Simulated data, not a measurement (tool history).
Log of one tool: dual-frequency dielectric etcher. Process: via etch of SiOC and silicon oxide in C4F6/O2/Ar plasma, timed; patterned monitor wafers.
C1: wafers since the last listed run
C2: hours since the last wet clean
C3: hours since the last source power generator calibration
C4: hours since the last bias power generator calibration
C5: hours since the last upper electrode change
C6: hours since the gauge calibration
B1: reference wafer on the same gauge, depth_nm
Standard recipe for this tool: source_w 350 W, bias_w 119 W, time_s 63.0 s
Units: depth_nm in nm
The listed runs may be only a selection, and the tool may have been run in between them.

{"run": 1, "hour": 0.0, "source_w": 350, "bias_w": 119, "time_s": 63.0, "C1": 0, "C2": 205.3, "C3": 4891.3, "C4": 2538.6, "C5": 2138.4, "C6": 95.0, "B1": 59.1, "depth_nm": 67.1}
{"run": 2, "hour": 54.8, "source_w": 350, "bias_w": 119, "time_s": 63.0, "C1": 736, "C2": 260.1, "C3": 4946.1, "C4": 2593.4, "C5": 2193.2, "C6": 149.8, "B1": 59.2, "depth_nm": 66.5}
{"run": 3, "hour": 87.9, "source_w": 350, "bias_w": 119, "time_s": 63.0, "C1": 444, "C2": 293.2, "C3": 4979.2, "C4": 2626.5, "C5": 2226.3, "C6": 182.9, "B1": 59.1, "depth_nm": 67.3}
{"hour": 140.7, "done": "wet clean of the chamber"}
{"run": 4, "hour": 168.2, "source_w": 350, "bias_w": 119, "time_s": 77.0, "C1": 756, "C2": 27.5, "C3": 5059.5, "C4": 2706.8, "C5": 2306.6, "C6": 263.2, "B1": 59.1, "depth_nm": 78.0}
{"run": 5, "hour": 232.5, "source_w": 350, "bias_w": 119, "time_s": 77.0, "C1": 864, "C2": 91.8, "C3": 5123.8, "C4": 2771.1, "C5": 2370.9, "C6": 327.5, "B1": 59.1, "depth_nm": 80.2}
{"run": 6, "hour": 262.9, "source_w": 350, "bias_w": 119, "time_s": 77.0, "C1": 408, "C2": 122.2, "C3": 5154.2, "C4": 2801.5, "C5": 2401.3, "C6": 357.9, "B1": 59.1, "depth_nm": 79.0}
{"run": 7, "hour": 321.1, "source_w": 350, "bias_w": 119, "time_s": 63.0, "C1": 782, "C2": 180.4, "C3": 5212.4, "C4": 2859.7, "C5": 2459.5, "C6": 416.1, "B1": 59.2, "depth_nm": 65.8}
{"hour": 335.5, "done": "source power generator calibrated"}
{"run": 8, "hour": 388.0, "source_w": 350, "bias_w": 119, "time_s": 63.0, "C1": 845, "C2": 247.3, "C3": 52.5, "C4": 2926.6, "C5": 2526.4, "C6": 483.0, "B1": 59.1, "depth_nm": 65.9}
{"run": 9, "hour": 434.7, "source_w": 380, "bias_w": 119, "time_s": 63.0, "C1": 627, "C2": 294.0, "C3": 99.2, "C4": 2973.3, "C5": 2573.1, "C6": 529.7, "B1": 59.0, "depth_nm": 68.6}
{"hour": 440.6, "done": "bias power generator calibrated"}
{"hour": 473.7, "done": "wet clean of the chamber"}
{"run": 10, "hour": 474.2, "source_w": 410, "bias_w": 133, "time_s": 55.5, "C1": 154, "C2": 0.5, "C3": 138.7, "C4": 33.6, "C5": 2612.6, "C6": 569.2, "B1": 59.1, "depth_nm": 63.6}
{"run": 11, "hour": 506.1, "source_w": 320, "bias_w": 138, "time_s": 53.5, "C1": 428, "C2": 32.4, "C3": 170.6, "C4": 65.5, "C5": 2644.5, "C6": 601.1, "B1": 59.2, "depth_nm": 55.9}
{"hour": 543.1, "done": "gauge calibrated"}
{"run": 12, "hour": 570.1, "source_w": 350, "bias_w": 140, "time_s": 63.0, "C1": 860, "C2": 96.4, "C3": 234.6, "C4": 129.5, "C5": 2708.5, "C6": 27.0, "B1": 59.1, "depth_nm": 69.2}
{"run": 13, "hour": 618.0, "source_w": 350, "bias_w": 119, "time_s": 44.5, "C1": 643, "C2": 144.3, "C3": 282.5, "C4": 177.4, "C5": 2756.4, "C6": 74.9, "B1": 59.1, "depth_nm": 46.5}
{"hour": 650.6, "done": "upper electrode replaced"}
{"run": 14, "hour": 651.1, "source_w": 350, "bias_w": 119, "time_s": 63.0, "C1": 122, "C2": 177.4, "C3": 315.6, "C4": 210.5, "C5": 0.5, "C6": 108.0, "B1": 59.1, "depth_nm": 66.3}
{"run": 15, "hour": 710.5, "source_w": 350, "bias_w": 149, "time_s": 63.0, "C1": 798, "C2": 236.8, "C3": 375.0, "C4": 269.9, "C5": 59.9, "C6": 167.4, "B1": 59.0, "depth_nm": 71.1}
{"run": 16, "hour": 777.7, "source_w": 350, "bias_w": 119, "time_s": 44.5, "C1": 903, "C2": 304.0, "C3": 442.2, "C4": 337.1, "C5": 127.1, "C6": 234.6, "B1": 59.1, "depth_nm": 47.3}
{"hour": 833.0, "done": "wet clean of the chamber"}
{"run": 17, "hour": 833.5, "source_w": 440, "bias_w": 140, "time_s": 63.0, "C1": 427, "C2": 0.5, "C3": 498.0, "C4": 392.9, "C5": 182.9, "C6": 290.4, "B1": 59.1, "depth_nm": 76.1}

Branching from run 17: 3 alternative next runs. What would each branch give?
{"run": "A", "hour": 833.9, "source_w": 350, "bias_w": 105, "time_s": 63.0, "C1": 5, "C2": 0.9, "C3": 498.4, "C4": 393.3, "C5": 183.3, "C6": 290.8, "B1": "?", "depth_nm": "?"}
{"run": "B", "hour": 833.9, "source_w": 270, "bias_w": 119, "time_s": 71.5, "C1": 5, "C2": 0.9, "C3": 498.4, "C4": 393.3, "C5": 183.3, "C6": 290.8, "B1": "?", "depth_nm": "?"}
{"run": "C", "hour": 833.9, "source_w": 270, "bias_w": 102, "time_s": 68.5, "C1": 5, "C2": 0.9, "C3": 498.4, "C4": 393.3, "C5": 183.3, "C6": 290.8, "B1": "?", "depth_nm": "?"}

run=A B1=59.1 depth_nm=61.9
run=B B1=59.1 depth_nm=63.7
run=C B1=59.1 depth_nm=58.2
What these runs would have given with no unlogged condition in the tool:
run=A depth_nm=62.2
run=B depth_nm=64.0
run=C depth_nm=58.4
